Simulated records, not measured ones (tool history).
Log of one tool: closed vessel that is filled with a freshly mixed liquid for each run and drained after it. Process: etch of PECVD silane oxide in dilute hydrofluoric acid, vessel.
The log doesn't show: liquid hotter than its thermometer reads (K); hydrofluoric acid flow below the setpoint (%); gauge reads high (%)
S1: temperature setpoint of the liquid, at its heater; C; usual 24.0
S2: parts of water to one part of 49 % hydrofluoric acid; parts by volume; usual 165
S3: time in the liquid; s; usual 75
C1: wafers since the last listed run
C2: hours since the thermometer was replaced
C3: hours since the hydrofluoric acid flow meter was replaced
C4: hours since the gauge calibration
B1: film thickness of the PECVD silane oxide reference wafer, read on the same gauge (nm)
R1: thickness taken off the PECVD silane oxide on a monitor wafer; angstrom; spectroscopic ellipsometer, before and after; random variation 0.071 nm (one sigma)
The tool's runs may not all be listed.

{"run": 1, "hour": 0.0, "S1": 22.0, "S2": 165, "S3": 75, "C1": 0, "C2": 490.7, "C3": 248.5, "C4": 578.4, "B1": 110.02, "R1": 109.9}
{"run": 2, "hour": 37.1, "S1": 27.5, "S2": 105, "S3": 75, "C1": 3879, "C2": 527.8, "C3": 285.6, "C4": 615.5, "B1": 110.04, "R1": 226.8}
{"run": 3, "hour": 74.6, "S1": 27.5, "S2": 105, "S3": 75, "C1": 3921, "C2": 565.3, "C3": 323.1, "C4": 653.0, "B1": 110.02, "R1": 228.2}
{"run": 4, "hour": 104.5, "S1": 27.5, "S2": 105, "S3": 75, "C1": 3126, "C2": 595.2, "C3": 353.0, "C4": 682.9, "B1": 109.99, "R1": 229.4}
{"run": 5, "hour": 174.5, "S1": 24.0, "S2": 165, "S3": 75, "C1": 7320, "C2": 665.2, "C3": 423.0, "C4": 752.9, "B1": 109.97, "R1": 117.6}
{"run": 6, "hour": 240.2, "S1": 24.0, "S2": 165, "S3": 75, "C1": 6870, "C2": 730.9, "C3": 488.7, "C4": 818.6, "B1": 110.01, "R1": 118.7}
{"run": 7, "hour": 272.3, "S1": 24.0, "S2": 165, "S3": 75, "C1": 3356, "C2": 763.0, "C3": 520.8, "C4": 850.7, "B1": 110.02, "R1": 119.0}
{"run": 8, "hour": 332.0, "S1": 24.0, "S2": 165, "S3": 75, "C1": 6242, "C2": 822.7, "C3": 580.5, "C4": 910.4, "B1": 110.02, "R1": 118.5}
{"run": 9, "hour": 385.0, "S1": 24.0, "S2": 165, "S3": 75, "C1": 5542, "C2": 875.7, "C3": 633.5, "C4": 963.4, "B1": 110.0, "R1": 117.5}
{"run": 10, "hour": 435.5, "S1": 24.0, "S2": 165, "S3": 75, "C1": 5280, "C2": 926.2, "C3": 684.0, "C4": 1013.9, "B1": 110.01, "R1": 117.3}
{"run": 11, "hour": 471.9, "S1": 24.0, "S2": 140, "S3": 75, "C1": 3806, "C2": 962.6, "C3": 720.4, "C4": 1050.3, "B1": 110.01, "R1": 143.8}
{"run": 12, "hour": 531.1, "S1": 24.0, "S2": 140, "S3": 75, "C1": 6190, "C2": 1021.8, "C3": 779.6, "C4": 1109.5, "B1": 110.03, "R1": 142.7}
{"run": 13, "hour": 557.2, "S1": 24.0, "S2": 115, "S3": 75, "C1": 2729, "C2": 1047.9, "C3": 805.7, "C4": 1135.6, "B1": 110.0, "R1": 180.6}
{"run": 14, "hour": 597.9, "S1": 24.0, "S2": 115, "S3": 75, "C1": 4256, "C2": 1088.6, "C3": 846.4, "C4": 1176.3, "B1": 110.01, "R1": 179.3}
{"run": 15, "hour": 646.2, "S1": 26.5, "S2": 165, "S3": 75, "C1": 5050, "C2": 1136.9, "C3": 894.7, "C4": 1224.6, "B1": 110.01, "R1": 130.4}
{"run": 16, "hour": 677.0, "S1": 26.5, "S2": 165, "S3": 75, "C1": 3220, "C2": 1167.7, "C3": 925.5, "C4": 1255.4, "B1": 110.03, "R1": 128.8}
{"hour": 720.2, "done": "hydrofluoric acid flow meter replaced"}
{"run": 17, "hour": 830.4, "S1": 24.0, "S2": 165, "S3": 75, "C1": 15936, "C2": 1321.1, "C3": 110.2, "C4": 1408.8, "B1": 109.98, "R1": 122.3}
{"hour": 842.7, "done": "gauge calibrated"}
{"run": 18, "hour": 887.6, "S1": 22.5, "S2": 165, "S3": 35, "C1": 5981, "C2": 1378.3, "C3": 167.4, "C4": 44.9, "B1": 110.02, "R1": 53.9}
{"hour": 913.4, "done": "thermometer replaced"}
{"run": 19, "hour": 1059.6, "S1": 24.0, "S2": 135, "S3": 75, "C1": 17881, "C2": 146.2, "C3": 339.4, "C4": 216.9, "B1": 110.01, "R1": 149.7}
{"run": 20, "hour": 1125.9, "S1": 24.0, "S2": 165, "S3": 75, "C1": 6933, "C2": 212.5, "C3": 405.7, "C4": 283.2, "B1": 110.02, "R1": 117.9}
{"run": 21, "hour": 1202.4, "S1": 25.5, "S2": 130, "S3": 60, "C1": 7999, "C2": 289.0, "C3": 482.2, "C4": 359.7, "B1": 110.0, "R1": 131.4}
{"run": 22, "hour": 1267.3, "S1": 24.0, "S2": 165, "S3": 40, "C1": 6786, "C2": 353.9, "C3": 547.1, "C4": 424.6, "B1": 109.98, "R1": 62.5}
{"run": 23, "hour": 1326.9, "S1": 24.0, "S2": 135, "S3": 50, "C1": 6232, "C2": 413.5, "C3": 606.7, "C4": 484.2, "B1": 109.98, "R1": 98.8}
{"run": 24, "hour": 1378.4, "S1": 24.0, "S2": 90, "S3": 115, "C1": 5385, "C2": 465.0, "C3": 658.2, "C4": 535.7, "B1": 109.99, "R1": 360.8}
{"run": 25, "hour": 1440.4, "S1": 24.0, "S2": 165, "S3": 75, "C1": 6483, "C2": 527.0, "C3": 720.2, "C4": 597.7, "B1": 110.02, "R1": 118.0}
{"run": 26, "hour": 1510.1, "S1": 24.0, "S2": 165, "S3": 75, "C1": 7288, "C2": 596.7, "C3": 789.9, "C4": 667.4, "B1": 110.02, "R1": 118.4}
{"hour": 1565.3, "done": "hydrofluoric acid flow meter replaced"}
{"run": 27, "hour": 1565.7, "S1": 26.5, "S2": 165, "S3": 75, "C1": 5709, "C2": 652.3, "C3": 0.4, "C4": 723.0, "B1": 110.0, "R1": 132.0}
{"run": 28, "hour": 1604.5, "S1": 19.5, "S2": 165, "S3": 75, "C1": 4057, "C2": 691.1, "C3": 39.2, "C4": 761.8, "B1": 110.02, "R1": 99.7}
{"run": 29, "hour": 1630.9, "S1": 26.5, "S2": 165, "S3": 75, "C1": 2760, "C2": 717.5, "C3": 65.6, "C4": 788.2, "B1": 109.99, "R1": 132.6}
{"run": 30, "hour": 1698.4, "S1": 26.5, "S2": 225, "S3": 65, "C1": 7058, "C2": 785.0, "C3": 133.1, "C4": 855.7, "B1": 110.01, "R1": 78.0}
{"run": 31, "hour": 1767.4, "S1": 24.0, "S2": 215, "S3": 90, "C1": 7215, "C2": 854.0, "C3": 202.1, "C4": 924.7, "B1": 110.0, "R1": 104.6}
{"run": 32, "hour": 1854.5, "S1": 29.0, "S2": 200, "S3": 60, "C1": 9108, "C2": 941.1, "C3": 289.2, "C4": 1011.8, "B1": 109.99, "R1": 91.1}

What the log doesn't show, run by run:
gauge reads high (%): 0 in every run
H1: liquid hotter than its thermometer reads (K)
H2: hydrofluoric acid flow below the setpoint (%)
run=1 H1=0.366 H2=0.642
run=2 H1=0.39 H2=0.737
run=3 H1=0.414 H2=0.832
run=4 H1=0.434 H2=0.908
run=5 H1=0.479 H2=1.09
run=6 H1=0.522 H2=1.25
run=7 H1=0.543 H2=1.33
run=8 H1=0.582 H2=1.49
run=9 H1=0.617 H2=1.62
run=10 H1=0.65 H2=1.75
run=11 H1=0.673 H2=1.84
run=12 H1=0.712 H2=1.99
run=13 H1=0.729 H2=2.06
run=14 H1=0.755 H2=2.16
run=15 H1=0.787 H2=2.29
run=16 H1=0.807 H2=2.36
run=17 H1=0.907 H2=0.313
run=18 H1=0.944 H2=0.459
run=19 H1=0.255 H2=0.896
run=20 H1=0.298 H2=1.06
run=21 H1=0.348 H2=1.26
run=22 H1=0.39 H2=1.42
run=23 H1=0.429 H2=1.58
run=24 H1=0.463 H2=1.71
run=25 H1=0.503 H2=1.86
run=26 H1=0.549 H2=2.04
run=27 H1=0.585 H2=0.134
run=28 H1=0.61 H2=0.233
run=29 H1=0.628 H2=0.3
run=30 H1=0.672 H2=0.472
run=31 H1=0.717 H2=0.647
run=32 H1=0.773 H2=0.869

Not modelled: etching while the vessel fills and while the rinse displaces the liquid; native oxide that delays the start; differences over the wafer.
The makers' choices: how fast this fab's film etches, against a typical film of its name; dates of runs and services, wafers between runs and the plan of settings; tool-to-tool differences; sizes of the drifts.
